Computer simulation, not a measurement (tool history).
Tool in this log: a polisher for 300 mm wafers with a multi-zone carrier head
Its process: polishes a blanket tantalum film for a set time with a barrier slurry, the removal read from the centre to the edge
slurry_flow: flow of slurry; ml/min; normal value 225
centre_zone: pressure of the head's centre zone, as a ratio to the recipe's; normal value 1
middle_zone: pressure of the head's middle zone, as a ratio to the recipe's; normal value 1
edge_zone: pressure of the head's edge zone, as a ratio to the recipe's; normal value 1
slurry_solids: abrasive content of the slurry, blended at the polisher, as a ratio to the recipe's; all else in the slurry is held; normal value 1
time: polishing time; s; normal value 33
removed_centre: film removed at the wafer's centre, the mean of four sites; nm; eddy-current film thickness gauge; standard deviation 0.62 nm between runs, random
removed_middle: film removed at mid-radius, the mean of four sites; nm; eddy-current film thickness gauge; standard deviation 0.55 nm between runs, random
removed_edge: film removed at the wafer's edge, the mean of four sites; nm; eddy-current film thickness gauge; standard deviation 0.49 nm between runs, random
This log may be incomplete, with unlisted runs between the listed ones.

run,hour,slurry_flow,centre_zone,middle_zone,edge_zone,slurry_solids,time,wafers since the last listed run,wafers polished on this pad,hours since the slurry nozzle was cleaned,hours since the centre zone pressure was calibrated,hours since the edge zone pressure was calibrated,hours since the carrier head's membrane was replaced,"incoming thickness of the incoming film, nm",removed_centre,removed_middle,removed_edge
1,0,225,1,1,1,1,33,0,334,895.7,906.7,730.9,522.4,251.2,47.6,40,40.9
2,13.8,225,1,1,1,1,33,212,546,909.5,920.5,744.7,536.2,244.8,45.7,41.3,41.8
# hour 16.1: edge zone pressure recalibrated
# hour 26.9: carrier head's membrane replaced by a new one
# hour 65.6: worn pad replaced by a new one
3,66.1,225,1,1,1,1,33,634,7,961.8,972.8,50,39.2,247.4,46.6,39.3,42.3
# hour 71.3: slurry nozzle cleaned
4,79,225,1,1,1.07,1.1,33,182,190,7.7,985.7,62.9,52.1,253,47,41.6,44.2
5,92.6,225,1,1,1.07,1.1,33,209,399,21.3,999.3,76.5,65.7,248.1,48.1,41.4,42.8
# hour 104.3: centre zone pressure recalibrated
6,104.8,225,1,1,1,1.2,33,156,556,33.5,0.5,88.7,77.9,250.1,42.9,41.7,42.4
7,109.9,225,1,1.11,1,1,33,78,634,38.6,5.6,93.8,83,247.2,42.6,42.5,40.5
8,122.6,225,1,1,1,1.25,33,195,829,51.3,18.3,106.5,95.7,248.7,44.4,42.5,42.8
9,139.5,165,1,1,0.92,0.8,33,259,1089,68.2,35.2,123.4,112.6,249.7,38.4,37.2,36.3
10,148.7,165,1.03,1,0.97,1,27,141,1231,77.4,44.4,132.6,121.8,250.1,34.2,33.2,31.9
11,157.1,225,1,1,1,1,33,129,1360,85.8,52.8,141,130.2,247.3,42.1,41.2,41.9
# hour 163.2: worn pad replaced by a new one
12,171.4,225,1,1,1,1,33,158,126,100.1,67.1,155.3,144.5,245.6,42,40.4,41.4
13,187.2,225,1,1,1,1,33,242,369,115.9,82.9,171.1,160.3,254,41.6,39.8,41
14,204.2,165,1,1,1.1,1,33,261,630,132.9,99.9,188.1,177.3,251.5,40.1,39.1,42.5
15,219.6,225,1,1,1,1.25,33,236,867,148.3,115.3,203.5,192.7,246.2,44,43.8,43.1
16,231.3,225,1,1,1,0.8,23,179,1047,160,127,215.2,204.4,251.9,28.1,26.8,27
17,244.8,245,1,1,1,1,26,207,1254,173.5,140.5,228.7,217.9,248.8,33.9,32.1,32.1
# hour 263.2: worn pad replaced by a new one
18,263.7,225,1,1,1,1,33,229,7,192.4,159.4,247.6,236.8,250.7,42.9,40.4,41.4
19,269.9,225,1,0.88,0.96,1,43,95,102,198.6,165.6,253.8,243,247.6,54.7,48.5,52.7
20,318.2,225,1.05,0.92,1,1,33,742,845,246.9,213.9,302.1,291.3,251.3,43.7,39.5,41.1
21,331,205,1,1,1,1.1,25,196,1041,259.7,226.7,314.9,304.1,250.8,32.4,31.5,31.4
22,339.1,145,0.91,1,0.97,0.7,33,124,1166,267.8,234.8,323,312.2,248.9,33,34.3,35

Pick out some run-to-run changes in removed_centre. Of each, how much would a tool without hidden state show as well, from the settings, what came in and chance, and how much is left for the hidden state and any gauge scatter not in both results compared?
The tool's hidden condition here consists of: removal rate lost through wear of the pad, %; slurry flow missing at the pad, %; deviation of the centre zone's pressure from its setpoint, %; deviation of the edge zone's pressure from its setpoint, %.
Run 2 -> 3: edge zone pressure recalibrated, carrier head's membrane replaced by a new one, worn pad replaced by a new one. removed_centre +0.9 nm: hidden state +0.5, all else +0.4.
Run 5 -> 6: edge_zone 1.07 -> 1, slurry_solids 1.1 -> 1.2, centre zone pressure recalibrated. removed_centre -5.2 nm: hidden state -4.6, all else -0.6.
Run 15 -> 16: slurry_solids 1.25 -> 0.8, time 33 -> 23. removed_centre -15.9 nm: hidden state +0.1, all else -16.
Run 18 -> 19: middle_zone 1 -> 0.88, edge_zone 1 -> 0.96, time 33 -> 43. removed_centre +11.8 nm: hidden state -0.1, all else +11.9.

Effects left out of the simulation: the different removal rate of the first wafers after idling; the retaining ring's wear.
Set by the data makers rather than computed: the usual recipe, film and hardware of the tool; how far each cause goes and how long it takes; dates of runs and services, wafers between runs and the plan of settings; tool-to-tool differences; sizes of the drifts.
